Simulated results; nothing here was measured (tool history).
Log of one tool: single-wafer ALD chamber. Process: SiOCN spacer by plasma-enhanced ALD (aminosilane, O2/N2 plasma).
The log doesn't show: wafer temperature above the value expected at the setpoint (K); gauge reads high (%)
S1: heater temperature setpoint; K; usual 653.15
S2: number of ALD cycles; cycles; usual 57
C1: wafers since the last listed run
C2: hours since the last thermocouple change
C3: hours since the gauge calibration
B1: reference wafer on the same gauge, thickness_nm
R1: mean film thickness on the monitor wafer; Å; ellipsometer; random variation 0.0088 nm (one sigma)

run 1 day=0.000 | S1=653.15 S2=57 | C1=0 C2=1785.6 C3=629.9 | B1=3.474 | R1=35.13
run 2 day=1.492 | S1=653.15 S2=57 | C1=205 C2=1821.4 C3=665.7 | B1=3.473 | R1=35.13
run 3 day=3.533 | S1=653.15 S2=57 | C1=281 C2=1870.4 C3=714.7 | B1=3.472 | R1=34.99
run 4 day=5.867 | S1=653.15 S2=64 | C1=321 C2=1926.4 C3=770.7 | B1=3.473 | R1=39.58
run 5 day=8.783 | S1=653.15 S2=64 | C1=401 C2=1996.4 C3=840.7 | B1=3.469 | R1=39.22
run 6 day=10.867 | S1=653.15 S2=64 | C1=286 C2=2046.4 C3=890.7 | B1=3.465 | R1=39.41
run 7 day=13.104 | S1=642.15 S2=57 | C1=308 C2=2100.1 C3=944.4 | B1=3.463 | R1=35.11
run 8 day=15.358 | S1=642.15 S2=57 | C1=310 C2=2154.2 C3=998.5 | B1=3.463 | R1=35.07
run 9 day=18.050 | S1=642.15 S2=57 | C1=370 C2=2218.8 C3=1063.1 | B1=3.459 | R1=34.96
run 10 day=19.662 | S1=653.15 S2=54 | C1=222 C2=2257.5 C3=1101.8 | B1=3.459 | R1=33.13
run 11 day=20.754 | S1=653.15 S2=54 | C1=150 C2=2283.7 C3=1128.0 | B1=3.456 | R1=33.22
-- day=21.229 thermocouple changed; heater temperature recalibrated
run 12 day=21.850 | S1=653.15 S2=49 | C1=105 C2=14.9 C3=1154.3 | B1=3.456 | R1=30.00
run 13 day=23.896 | S1=645.15 S2=46 | C1=281 C2=64.0 C3=1203.4 | B1=3.455 | R1=28.15
run 14 day=25.492 | S1=653.15 S2=64 | C1=219 C2=102.3 C3=1241.7 | B1=3.453 | R1=39.15
-- day=26.458 gauge calibrated
run 15 day=27.712 | S1=666.15 S2=64 | C1=305 C2=155.6 C3=30.1 | B1=3.489 | R1=39.55
run 16 day=29.429 | S1=653.15 S2=57 | C1=236 C2=196.8 C3=71.3 | B1=3.490 | R1=35.31
run 17 day=31.371 | S1=658.15 S2=57 | C1=267 C2=243.4 C3=117.9 | B1=3.489 | R1=35.26
run 18 day=39.588 | S1=641.15 S2=62 | C1=1131 C2=440.6 C3=315.1 | B1=3.491 | R1=38.32
run 19 day=41.988 | S1=653.15 S2=68 | C1=330 C2=498.2 C3=372.7 | B1=3.487 | R1=42.17
run 20 day=43.650 | S1=653.15 S2=57 | C1=229 C2=538.1 C3=412.6 | B1=3.485 | R1=35.14
run 21 day=44.867 | S1=646.15 S2=49 | C1=167 C2=567.3 C3=441.8 | B1=3.486 | R1=30.30
run 22 day=47.225 | S1=666.15 S2=47 | C1=324 C2=623.9 C3=498.4 | B1=3.488 | R1=29.13
run 23 day=49.633 | S1=648.15 S2=51 | C1=331 C2=681.7 C3=556.2 | B1=3.481 | R1=31.51
run 24 day=51.992 | S1=653.15 S2=54 | C1=324 C2=738.3 C3=612.8 | B1=3.481 | R1=33.39
run 25 day=60.121 | S1=645.15 S2=49 | C1=1119 C2=933.4 C3=807.9 | B1=3.476 | R1=30.23

Hidden state at the last listed run before each entry between runs and at the first one after, where it differs:
Between runs 11 and 12: thermocouple changed; heater temperature recalibrated (day 21.229)
  gauge reads high (%): -0.919 -> -0.952
  measured less the result without the state, R1: -0.31 -> -0.29 Å
Between runs 14 and 15: gauge calibrated (day 26.458)
  gauge reads high (%): -1.07 -> -0.0113
  measured less the result without the state, R1: -0.42 -> -0.01 Å
